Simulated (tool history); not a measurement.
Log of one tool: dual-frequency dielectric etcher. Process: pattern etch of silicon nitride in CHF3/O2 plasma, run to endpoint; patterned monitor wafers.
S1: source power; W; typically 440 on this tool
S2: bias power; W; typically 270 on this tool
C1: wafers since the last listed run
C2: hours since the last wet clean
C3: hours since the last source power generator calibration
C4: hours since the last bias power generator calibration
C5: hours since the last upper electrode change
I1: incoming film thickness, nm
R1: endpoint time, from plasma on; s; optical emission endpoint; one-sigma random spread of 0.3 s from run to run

run	hour	S1	S2	C1	C2	C3	C4	C5	I1	R1
1	0	440	232	0	42.6	3013.6	2906.5	3602.2	70.6	48.1
2	66.6	410	270	506	109.2	3080.2	2973.1	3668.8	69.9	46.9
3	131.7	410	270	495	174.3	3145.3	3038.2	3733.9	70.9	46.8
4	188.2	520	287	429	230.8	3201.8	3094.7	3790.4	70.7	41.3
5	238.2	440	270	380	280.8	3251.8	3144.7	3840.4	70.7	45.9
6	344.8	440	270	810	387.4	3358.4	3251.3	3947	70.7	46.5
7	429.2	440	270	641	471.8	3442.8	3335.7	4031.4	71	47.1
8	488.5	440	270	451	531.1	3502.1	3395	4090.7	70.2	45.7
9	570.1	370	309	620	612.7	3583.7	3476.6	4172.3	70.9	48.5
10	630.8	370	309	461	673.4	3644.4	3537.3	4233	70.9	48.9
# hour 711.4: wet clean of the chamber
11	711.9	510	270	434	0.5	3725.5	3618.4	4314.1	70.6	42.6
12	780.6	440	294	522	69.2	3794.2	3687.1	4382.8	71.8	45.6
13	851.8	510	233	541	140.4	3865.4	3758.3	4454	71.2	45.2
14	934.7	340	331	630	223.3	3948.3	3841.2	4536.9	70.9	48.7
# hour 979.5: source power generator calibrated
15	1041.9	440	270	784	330.5	62.4	3948.4	4644.1	70.3	46.1
16	1135.8	400	229	714	424.4	156.3	4042.3	4738	70.9	51.5
17	1194.7	400	337	448	483.3	215.2	4101.2	4796.9	70.4	44.8
18	1234.8	440	270	305	523.4	255.3	4141.3	4837	70.9	46.9
# hour 1268: bias power generator calibrated
19	1322	390	252	632	610.6	342.5	54	4924.2	70.7	50.8
# hour 1362.1: wet clean of the chamber
20	1412.5	440	270	505	50.4	433	144.5	5014.7	70.4	46
21	1476.7	340	327	488	114.6	497.2	208.7	5078.9	70.5	48.3
# hour 1564.5: upper electrode replaced
22	1565	440	270	489	202.9	585.5	297	0.5	70.4	46.5
23	1648.3	530	270	633	286.2	668.8	380.3	83.8	70.5	42.6
24	1723.5	440	237	571	361.4	744	455.5	159	71.7	49.3
25	1774.2	390	333	385	412.1	794.7	506.2	209.7	71	45.6
26	1840.8	480	332	506	478.7	861.3	572.8	276.3	70.6	41.9
27	1891.7	530	324	387	529.6	912.2	623.7	327.2	70.4	40.1
28	1945.7	440	310	410	583.6	966.2	677.7	381.2	70.3	44.1
29	2045.6	470	316	759	683.5	1066.1	777.6	481.1	70.7	43.2
# hour 2115: wet clean of the chamber
30	2136.6	470	326	509	21.6	1157.1	868.6	572.1	70.4	41.4
31	2220.1	410	227	635	105.1	1240.6	952.1	655.6	70.5	50.9
32	2315.4	480	305	724	200.4	1335.9	1047.4	750.9	70.7	42.9
33	2365.6	480	224	381	250.6	1386.1	1097.6	801.1	70.5	47.3
34	2426.7	380	270	464	311.7	1447.2	1158.7	862.2	71.3	50.5
35	2469.4	390	337	324	354.4	1489.9	1201.4	904.9	70.4	44.9

Entry by entry between the runs, the difference in hidden state between the last listed run before and the first listed run after:
In the gap between runs 10 and 11: wet clean of the chamber (hour 711.4)
  etch rate over this chamber's usual, %: -2.4 -> -0.246
  measured result minus the result with no hidden state, R1: +1.2 -> +0.1 s
In the gap between runs 14 and 15: source power generator calibrated (hour 979.5)
  etch rate over this chamber's usual, %: -1.17 -> -1.62
  measured result minus the result with no hidden state, R1: +0.6 -> +0.8 s
In the gap between runs 18 and 19: bias power generator calibrated (hour 1268)
  etch rate over this chamber's usual, %: -2.42 -> -2.79
  measured result minus the result with no hidden state, R1: +1.1 -> +1.4 s
In the gap between runs 19 and 20: wet clean of the chamber (hour 1362.1)
  etch rate over this chamber's usual, %: -2.79 -> -0.7
  measured result minus the result with no hidden state, R1: +1.4 -> +0.3 s
In the gap between runs 21 and 22: upper electrode replaced (hour 1564.5)
  etch rate over this chamber's usual, %: -0.967 -> -1.34
  measured result minus the result with no hidden state, R1: +0.5 -> +0.6 s
In the gap between runs 29 and 30: wet clean of the chamber (hour 2115)
  etch rate over this chamber's usual, %: -3.34 -> -0.474
  measured result minus the result with no hidden state, R1: +1.4 -> +0.2 s
